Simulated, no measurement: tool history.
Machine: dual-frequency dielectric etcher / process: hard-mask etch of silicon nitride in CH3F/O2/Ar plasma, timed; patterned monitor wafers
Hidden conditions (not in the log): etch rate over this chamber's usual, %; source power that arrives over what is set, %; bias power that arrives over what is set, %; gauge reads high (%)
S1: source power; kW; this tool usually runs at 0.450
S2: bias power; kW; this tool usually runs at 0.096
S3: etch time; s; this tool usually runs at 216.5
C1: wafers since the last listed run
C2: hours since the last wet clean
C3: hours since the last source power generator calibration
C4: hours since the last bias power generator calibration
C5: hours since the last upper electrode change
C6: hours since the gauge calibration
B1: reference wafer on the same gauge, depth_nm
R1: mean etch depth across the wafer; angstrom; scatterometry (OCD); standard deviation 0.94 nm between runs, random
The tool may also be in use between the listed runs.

run,day,S1,S2,S3,C1,C2,C3,C4,C5,C6,B1,R1
1,0.000,0.450,0.096,216.5,0,297.9,2762.0,2676.8,4309.0,228.0,194.5,1916
2,0.688,0.450,0.096,216.5,70,314.4,2778.5,2693.3,4325.5,244.5,194.0,1916
3,1.125,0.450,0.079,216.5,44,324.9,2789.0,2703.8,4336.0,255.0,194.5,1743
4,1.533,0.450,0.079,216.5,41,334.7,2798.8,2713.6,4345.8,264.8,194.0,1760
5,2.088,0.450,0.080,216.5,56,348.0,2812.1,2726.9,4359.1,278.1,194.0,1771
6,2.346,0.450,0.080,216.5,26,354.2,2818.3,2733.1,4365.3,284.3,193.5,1778
7,3.033,0.450,0.096,216.5,70,370.7,2834.8,2749.6,4381.8,300.8,194.0,1916
8,3.529,0.450,0.096,231.0,50,382.6,2846.7,2761.5,4393.7,312.7,194.0,2054
# day 3.683: gauge calibrated
9,3.992,0.450,0.114,266.0,47,393.7,2857.8,2772.6,4404.8,7.4,193.9,2521
10,4.383,0.450,0.114,266.0,40,403.1,2867.2,2782.0,4414.2,16.8,193.8,2529
11,4.933,0.450,0.096,256.0,56,416.3,2880.4,2795.2,4427.4,30.0,194.2,2278
# day 5.367: bias power generator calibrated
# day 6.238: wet clean of the chamber
12,6.258,0.450,0.096,256.0,29,0.5,2912.2,21.4,4459.2,61.8,194.1,2263
13,6.271,0.450,0.096,256.0,1,0.8,2912.5,21.7,4459.5,62.1,194.2,2259
14,6.575,0.450,0.089,216.5,31,8.1,2919.8,29.0,4466.8,69.4,193.6,1867

Run 15, settings as shown, results not yet in. Your forecast:
15,6.950,0.520,0.096,278.5,38,17.1,2928.8,38.0,4475.8,78.4,?,?

B1: 193.7
R1: 2566 angstrom
Had the tool carried no hidden state, the very same run would have given R1 2566 angstrom.
